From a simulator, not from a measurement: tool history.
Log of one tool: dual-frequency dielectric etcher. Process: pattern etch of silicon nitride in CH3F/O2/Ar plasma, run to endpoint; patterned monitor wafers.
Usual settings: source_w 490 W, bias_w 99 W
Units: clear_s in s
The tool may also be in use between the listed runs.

run	hour	source_w	bias_w	wafers since the last listed run	hours since the last wet clean	hours since the last source power generator calibration	hours since the last bias power generator calibration	hours since the last upper electrode change	incoming incoming film thickness, nm	clear_s
1	0	490	99	0	402.5	2755	3521.1	5751	31.61	39.2
2	23.4	490	99	444	425.9	2778.4	3544.5	5774.4	31.8	39.2
3	50.3	490	99	511	452.8	2805.3	3571.4	5801.3	31.81	39.2
4	79.4	490	99	553	481.9	2834.4	3600.5	5830.4	31.86	39.9
5	106.4	490	99	513	508.9	2861.4	3627.5	5857.4	31.87	39.8
6	121.6	490	99	288	524.1	2876.6	3642.7	5872.6	31.69	39.5
7	135.7	490	99	268	538.2	2890.7	3656.8	5886.7	31.58	39.6
# hour 161.1: upper electrode replaced
8	168.3	490	99	163	570.8	2923.3	3689.4	7.2	31.63	39.6
# hour 177.8: bias power generator calibrated
9	184.9	490	99	239	587.4	2939.9	7.1	23.8	31.34	39.3
10	218.3	550	99	634	620.8	2973.3	40.5	57.2	31.7	37.8
# hour 226.9: source power generator calibrated
11	239.6	400	99	328	642.1	12.7	61.8	78.5	31.7	44.1
12	254.3	490	99	279	656.8	27.4	76.5	93.2	31.19	39.4
13	278	490	99	450	680.5	51.1	100.2	116.9	31.77	40.7
# hour 326.6: wet clean of the chamber
14	327.1	600	83	477	0.5	100.2	149.3	166	31.69	38.2
15	327.4	420	88	5	0.8	100.5	149.6	166.3	31.23	43.3
16	345.2	530	108	338	18.6	118.3	167.4	184.1	31.35	34.7
17	364.4	590	80	364	37.8	137.5	186.6	203.3	31.72	39.6
18	386.4	580	82	418	59.8	159.5	208.6	225.3	31.55	39.1
19	406.3	490	99	378	79.7	179.4	228.5	245.2	31.64	37.8
20	436.1	440	78	566	109.5	209.2	258.3	275	31.92	47.1
21	461.5	600	99	482	134.9	234.6	283.7	300.4	31.5	34.5
22	509.4	490	111	910	182.8	282.5	331.6	348.3	31.55	35.5

4 ways to go on from here, each from the tool as it stands after run 22. What would each give?
A	509.8	490	89	7	183.2	282.9	332	348.7	31.27	?
B	509.8	570	88	7	183.2	282.9	332	348.7	31.27	?
C	509.8	580	76	7	183.2	282.9	332	348.7	31.27	?
D	509.8	530	74	7	183.2	282.9	332	348.7	31.27	?

run	clear_s
A	40.3
B	37.8
C	41
D	43.5
Without the tool's hidden state the same runs would have given:
run	clear_s
A	39.7
B	37.2
C	40.4
D	42.9

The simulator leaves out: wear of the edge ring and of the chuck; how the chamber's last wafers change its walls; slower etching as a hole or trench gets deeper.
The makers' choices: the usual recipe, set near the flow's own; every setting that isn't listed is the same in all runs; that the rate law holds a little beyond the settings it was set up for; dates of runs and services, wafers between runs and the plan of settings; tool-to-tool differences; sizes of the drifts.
